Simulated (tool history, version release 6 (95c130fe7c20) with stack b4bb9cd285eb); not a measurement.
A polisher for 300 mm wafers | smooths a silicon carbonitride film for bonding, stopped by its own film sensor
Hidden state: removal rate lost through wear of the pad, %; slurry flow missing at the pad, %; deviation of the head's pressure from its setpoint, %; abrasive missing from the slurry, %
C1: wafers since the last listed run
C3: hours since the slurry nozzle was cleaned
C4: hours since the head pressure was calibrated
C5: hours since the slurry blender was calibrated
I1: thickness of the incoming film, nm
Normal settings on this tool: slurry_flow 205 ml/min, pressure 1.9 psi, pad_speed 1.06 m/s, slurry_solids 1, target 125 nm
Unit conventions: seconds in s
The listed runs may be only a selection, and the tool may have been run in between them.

Run 1, day 0: usual settings; C1 0; wafers polished on this pad 1757; C3 295.6; C4 856; C5 226.7; I1 139.3. Result: seconds 52.7 s.
Run 2, day 1.262: usual settings; C1 343; wafers polished on this pad 2101; C3 325.9; C4 886.3; C5 257; I1 140.3. Result: seconds 56.9 s.
Run 3, day 3.679: usual settings; C1 657; wafers polished on this pad 2758; C3 383.9; C4 944.3; C5 315; I1 140.5. Result: seconds 57.3 s.
Run 4, day 5.754: usual settings; C1 564; wafers polished on this pad 3322; C3 433.7; C4 994.1; C5 364.8; I1 139.4. Result: seconds 54.2 s.
At day 6.638: head pressure recalibrated.
Run 5, day 7.508: usual settings; C1 454; wafers polished on this pad 3776; C3 475.8; C4 20.9; C5 406.9; I1 138.9. Result: seconds 52.2 s.
At day 8.588: slurry blender recalibrated.
Run 6, day 10.267: usual settings; C1 727; wafers polished on this pad 4504; C3 542; C4 87.1; C5 40.3; I1 141.8. Result: seconds 64.4 s.
At day 15.875: worn pad replaced by a new one.
Run 7, day 17.492: usual settings but pressure 1.3 psi, pad_speed 1.16 m/s; C1 1919; wafers polished on this pad 440; C3 715.4; C4 260.5; C5 213.7; I1 140.3. Result: seconds 66.3 s.
Run 8, day 18.529: usual settings; C1 282; wafers polished on this pad 722; C3 740.3; C4 285.4; C5 238.6; I1 138.8. Result: seconds 50.1 s.
At day 20.146: slurry nozzle cleaned.
Run 9, day 20.642: usual settings; C1 563; wafers polished on this pad 1285; C3 11.9; C4 336.1; C5 289.3; I1 142.1. Result: seconds 61.2 s.
Run 10, day 22.958: usual settings but pressure 2.2 psi, pad_speed 0.78 m/s, slurry_solids 0.8, target 121 nm; C1 629; wafers polished on this pad 1915; C3 67.5; C4 391.7; C5 344.9; I1 140.7. Result: seconds 89.9 s.
Run 11, day 25.867: usual settings but slurry_flow 170 ml/min, slurry_solids 0.85; C1 790; wafers polished on this pad 2705; C3 137.3; C4 461.5; C5 414.7; I1 140.2. Result: seconds 62.9 s.
At day 28.633: slurry blender recalibrated.
Run 12, day 28.729: usual settings; C1 755; wafers polished on this pad 3461; C3 206; C4 530.2; C5 2.3; I1 140.4. Result: seconds 58.8 s.
Run 13, day 30.154: usual settings but pressure 2.5 psi; C1 387; wafers polished on this pad 3849; C3 240.2; C4 564.4; C5 36.5; I1 137.1. Result: seconds 38.1 s.
Run 14, day 32.562: usual settings but slurry_flow 265 ml/min; C1 654; wafers polished on this pad 4503; C3 298; C4 622.2; C5 94.3; I1 142.5. Result: seconds 63.4 s.
Run 15, day 34.317: usual settings but slurry_flow 140 ml/min; C1 476; wafers polished on this pad 4980; C3 340.1; C4 664.3; C5 136.4; I1 138.6. Result: seconds 55.5 s.
At day 35.938: worn pad replaced by a new one.
Run 16, day 36.233: usual settings; C1 475; wafers polished on this pad 80; C3 386.1; C4 710.3; C5 182.4; I1 139. Result: seconds 51 s.
Run 17, day 38.467: usual settings; C1 607; wafers polished on this pad 688; C3 439.7; C4 763.9; C5 236; I1 140.9. Result: seconds 58.9 s.
Run 18, day 40.525: usual settings but pressure 2.2 psi, pad_speed 1.22 m/s, slurry_solids 0.85, target 128 nm; C1 559; wafers polished on this pad 1247; C3 489.1; C4 813.3; C5 285.4; I1 139.6. Result: seconds 36.1 s.
At day 42.912: head pressure recalibrated.
Run 19, day 48.05: usual settings but target 121 nm; C1 2023; wafers polished on this pad 3271; C3 669.7; C4 123.3; C5 466; I1 139. Result: seconds 68.9 s.
At day 49.533: slurry blender recalibrated.
Run 20, day 49.642: usual settings but slurry_flow 230 ml/min, pressure 2.6 psi; C1 410; wafers polished on this pad 3681; C3 707.9; C4 161.5; C5 2.6; I1 139.8. Result: seconds 45.4 s.
Run 21, day 51.992: usual settings; C1 638; wafers polished on this pad 4320; C3 764.3; C4 217.9; C5 59; I1 141.3. Result: seconds 63 s.
Run 22, day 53.708: usual settings but slurry_flow 180 ml/min, pad_speed 0.86 m/s; C1 466; wafers polished on this pad 4787; C3 805.5; C4 259.1; C5 100.2; I1 140.3. Result: seconds 70.2 s.
At day 54.246: worn pad replaced by a new one.
Run 23, day 55.458: usual settings but slurry_flow 180 ml/min, pressure 1.6 psi, pad_speed 1.24 m/s; C1 430; wafers polished on this pad 330; C3 847.5; C4 301.1; C5 142.2; I1 136.8. Result: seconds 43.3 s.
At day 57.233: slurry nozzle cleaned.
Run 24, day 57.967: usual settings; C1 670; wafers polished on this pad 1000; C3 17.6; C4 361.3; C5 202.4; I1 141.3. Result: seconds 60.3 s.
Run 25, day 60.525: usual settings; C1 695; wafers polished on this pad 1696; C3 79; C4 422.7; C5 263.8; I1 139.7. Result: seconds 54.5 s.
Run 26, day 63.075: usual settings but pressure 1.7 psi, target 130 nm; C1 693; wafers polished on this pad 2389; C3 140.2; C4 483.9; C5 325; I1 142.1. Result: seconds 47.7 s.
Run 27, day 65.717: usual settings; C1 718; wafers polished on this pad 3107; C3 203.6; C4 547.3; C5 388.4; I1 139.8. Result: seconds 54.5 s.
Run 28, day 67.062: usual settings but slurry_flow 265 ml/min, pressure 1.7 psi, slurry_solids 1.2, target 120 nm; C1 365; wafers polished on this pad 3473; C3 235.9; C4 579.6; C5 420.7; I1 138.4. Result: seconds 69 s.
Run 29, day 69.058: usual settings but slurry_flow 245 ml/min, pressure 2.4 psi, pad_speed 0.9 m/s, slurry_solids 0.9; C1 542; wafers polished on this pad 4016; C3 283.8; C4 627.5; C5 468.6; I1 141.4. Result: seconds 59.6 s.

Below, each run's measurement less what the same run would have read without the hidden state. Both values contain the same run-to-run variation, but the gauge's scatter may not be the same in both:
run  seconds
  1     +1.3
  2     +1.7
  3     +2.1
  4     +2.3
  5     +2.5
  6     +3.7
  7     +0.9
  8     +0.9
  9     +1.5
 10     +2.8
 11     +2.6
 12       +3
 13       +2
 14     +3.9
 15     +3.7
 16     +0.4
 17     +0.9
 18     +0.8
 19     +3.1
 20     +2.3
 21     +3.6
 22     +4.5
 23     +0.2
 24     +0.8
 25     +1.1
 26     +1.4
 27       +2
 28     +2.8
 29     +2.7
